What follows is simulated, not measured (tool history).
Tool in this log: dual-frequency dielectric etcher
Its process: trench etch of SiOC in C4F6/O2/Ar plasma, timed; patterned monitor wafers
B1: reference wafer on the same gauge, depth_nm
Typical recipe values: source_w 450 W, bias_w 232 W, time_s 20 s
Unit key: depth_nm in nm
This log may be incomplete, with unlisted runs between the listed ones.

run 1 day=0 | source_w=420 bias_w=273 time_s=20 | B1=55.37 | depth_nm=54.7
run 2 day=1.467 | source_w=420 bias_w=273 time_s=20 | B1=55.45 | depth_nm=54.6
run 3 day=2.146 | source_w=420 bias_w=273 time_s=20 | B1=55.44 | depth_nm=54.89
run 4 day=2.633 | source_w=450 bias_w=186 time_s=17.5 | B1=55.44 | depth_nm=42.8
run 5 day=3.004 | source_w=450 bias_w=186 time_s=17.5 | B1=55.4 | depth_nm=42.82
run 6 day=3.496 | source_w=450 bias_w=186 time_s=17.5 | B1=55.43 | depth_nm=42.84
run 7 day=3.867 | source_w=450 bias_w=258 time_s=24.5 | B1=55.36 | depth_nm=66.4
-- day=4.146 source power generator calibrated
run 8 day=4.467 | source_w=450 bias_w=258 time_s=24.5 | B1=55.5 | depth_nm=66.29
run 9 day=4.771 | source_w=450 bias_w=232 time_s=20 | B1=55.39 | depth_nm=52.03
run 10 day=5.288 | source_w=450 bias_w=232 time_s=20 | B1=55.42 | depth_nm=52.18
run 11 day=5.738 | source_w=450 bias_w=232 time_s=20 | B1=55.42 | depth_nm=51.99
run 12 day=6.317 | source_w=450 bias_w=258 time_s=24.5 | B1=55.31 | depth_nm=66.1
run 13 day=6.667 | source_w=450 bias_w=232 time_s=20 | B1=55.41 | depth_nm=51.99
-- day=6.746 gauge calibrated
run 14 day=6.933 | source_w=490 bias_w=286 time_s=20 | B1=55.41 | depth_nm=56.46
-- day=7.971 wet clean of the chamber
-- day=8.692 upper electrode replaced
run 15 day=8.712 | source_w=530 bias_w=277 time_s=16 | B1=55.38 | depth_nm=43.92
run 16 day=8.725 | source_w=450 bias_w=232 time_s=16.5 | B1=55.48 | depth_nm=41.63
run 17 day=8.742 | source_w=410 bias_w=198 time_s=16.5 | B1=55.43 | depth_nm=38.69
-- day=8.933 bias power generator calibrated
run 18 day=8.962 | source_w=450 bias_w=232 time_s=23 | B1=55.43 | depth_nm=58.27
-- day=10.304 wet clean of the chamber, repeated, since the last time left the tool worse
run 19 day=10.325 | source_w=390 bias_w=232 time_s=25.5 | B1=55.29 | depth_nm=67.48
run 20 day=10.358 | source_w=420 bias_w=273 time_s=20 | B1=55.46 | depth_nm=56.56
run 21 day=10.629 | source_w=410 bias_w=232 time_s=25.5 | B1=55.39 | depth_nm=67.81
run 22 day=11.171 | source_w=490 bias_w=189 time_s=24 | B1=55.39 | depth_nm=62.76
run 23 day=11.588 | source_w=410 bias_w=232 time_s=20 | B1=55.44 | depth_nm=53.38

Here are 5 independent what-if runs from the current tool condition. What would each one return?
run A day=11.604 | source_w=450 bias_w=211 time_s=20 | B1=? | depth_nm=?
run B day=11.604 | source_w=450 bias_w=289 time_s=25 | B1=? | depth_nm=?
run C day=11.604 | source_w=490 bias_w=274 time_s=20 | B1=? | depth_nm=?
run D day=11.604 | source_w=350 bias_w=267 time_s=23.5 | B1=? | depth_nm=?
run E day=11.604 | source_w=450 bias_w=192 time_s=20 | B1=? | depth_nm=?

run=A B1=55.39 depth_nm=52.77
run=B B1=55.39 depth_nm=72.87
run=C B1=55.39 depth_nm=58.25
run=D B1=55.39 depth_nm=63.83
run=E B1=55.39 depth_nm=51.28
Without the tool's unlogged condition, the same runs would have read:
run=A depth_nm=52.51
run=B depth_nm=72.52
run=C depth_nm=57.97
run=D depth_nm=63.52
run=E depth_nm=51.04

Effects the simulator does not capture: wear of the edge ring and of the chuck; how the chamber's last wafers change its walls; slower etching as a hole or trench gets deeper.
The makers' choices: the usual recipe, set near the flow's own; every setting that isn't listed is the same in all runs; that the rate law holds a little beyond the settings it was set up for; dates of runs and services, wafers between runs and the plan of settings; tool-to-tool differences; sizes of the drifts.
